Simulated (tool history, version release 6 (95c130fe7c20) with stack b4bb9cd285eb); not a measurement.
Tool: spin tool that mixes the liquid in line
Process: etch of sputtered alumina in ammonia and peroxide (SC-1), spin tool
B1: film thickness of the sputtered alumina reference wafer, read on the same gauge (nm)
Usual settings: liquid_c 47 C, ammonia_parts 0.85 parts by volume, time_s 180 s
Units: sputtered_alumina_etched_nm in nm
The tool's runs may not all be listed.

Run 1, day 0: usual settings but ammonia_parts 0.65 parts by volume; B1 120. Result: sputtered_alumina_etched_nm 4.87 nm.
Run 2, day 0.529: usual settings but ammonia_parts 0.65 parts by volume; B1 120.01. Result: sputtered_alumina_etched_nm 4.88 nm.
Run 3, day 1.567: usual settings but ammonia_parts 0.65 parts by volume; B1 120.01. Result: sputtered_alumina_etched_nm 4.9 nm.
Run 4, day 2.225: usual settings but liquid_c 49.5 C; B1 120. Result: sputtered_alumina_etched_nm 5.81 nm.
Run 5, day 2.954: usual settings but liquid_c 49.5 C; B1 120. Result: sputtered_alumina_etched_nm 5.81 nm.
Run 6, day 3.45: usual settings but liquid_c 49.5 C; B1 119.98. Result: sputtered_alumina_etched_nm 5.73 nm.
At day 3.579: gauge calibrated.
At day 3.925: ammonia flow meter replaced.
Run 7, day 4.112: usual settings but ammonia_parts 0.6 parts by volume; B1 120. Result: sputtered_alumina_etched_nm 4.77 nm.
Run 8, day 4.562: usual settings but liquid_c 54 C; B1 120. Result: sputtered_alumina_etched_nm 7.5 nm.
At day 4.754: thermometer replaced.
Run 9, day 4.846: usual settings; B1 120.01. Result: sputtered_alumina_etched_nm 5.68 nm.
Run 10, day 5.438: usual settings; B1 120.01. Result: sputtered_alumina_etched_nm 5.69 nm.
Run 11, day 6.121: usual settings; B1 120. Result: sputtered_alumina_etched_nm 5.64 nm.
Run 12, day 6.758: usual settings; B1 119.98. Result: sputtered_alumina_etched_nm 5.68 nm.
At day 7.188: new drum of ammonia solution connected.
Run 13, day 7.208: usual settings but liquid_c 40.5 C; B1 120. Result: sputtered_alumina_etched_nm 3.85 nm.
At day 7.312: heated supply line repaired.
Run 14, day 7.654: usual settings but liquid_c 39.5 C, ammonia_parts 1.2 parts by volume, time_s 85 s; B1 120. Result: sputtered_alumina_etched_nm 1.76 nm.
Run 15, day 8.067: usual settings but ammonia_parts 0.55 parts by volume; B1 120. Result: sputtered_alumina_etched_nm 5.43 nm.
Run 16, day 8.617: usual settings; B1 120. Result: sputtered_alumina_etched_nm 5.54 nm.
Run 17, day 8.929: usual settings but time_s 75 s; B1 120. Result: sputtered_alumina_etched_nm 2.34 nm.
Run 18, day 9.346: usual settings but ammonia_parts 0.7 parts by volume, time_s 280 s; B1 120. Result: sputtered_alumina_etched_nm 8.59 nm.
Run 19, day 9.838: usual settings but ammonia_parts 1.2 parts by volume; B1 120.02. Result: sputtered_alumina_etched_nm 5.77 nm.
Run 20, day 10.162: usual settings but liquid_c 43 C, ammonia_parts 1.15 parts by volume; B1 119.98. Result: sputtered_alumina_etched_nm 4.58 nm.
Run 21, day 10.65: usual settings; B1 120. Result: sputtered_alumina_etched_nm 5.59 nm.

Forecast each of these 4 alternatives for the next run:
Run A, day 10.671: usual settings; B1 ?. Result: sputtered_alumina_etched_nm ?.
Run B, day 10.671: usual settings but ammonia_parts 0.7 parts by volume, time_s 285 s; B1 ?. Result: sputtered_alumina_etched_nm ?.
Run C, day 10.671: usual settings but liquid_c 42 C, ammonia_parts 0.6 parts by volume, time_s 105 s; B1 ?. Result: sputtered_alumina_etched_nm ?.
Run D, day 10.671: usual settings but liquid_c 55.5 C, ammonia_parts 0.75 parts by volume, time_s 275 s; B1 ?. Result: sputtered_alumina_etched_nm ?.

run      B1  sputtered_alumina_etched_nm
  A  120.01                         5.62
  B  120.01                         8.74
  C  120.01                         2.38
  D  120.01                        13.51
Without the tool's hidden state the same runs would have given:
run  sputtered_alumina_etched_nm
  A                         5.74
  B                         8.93
  C                         2.44
  D                        13.78
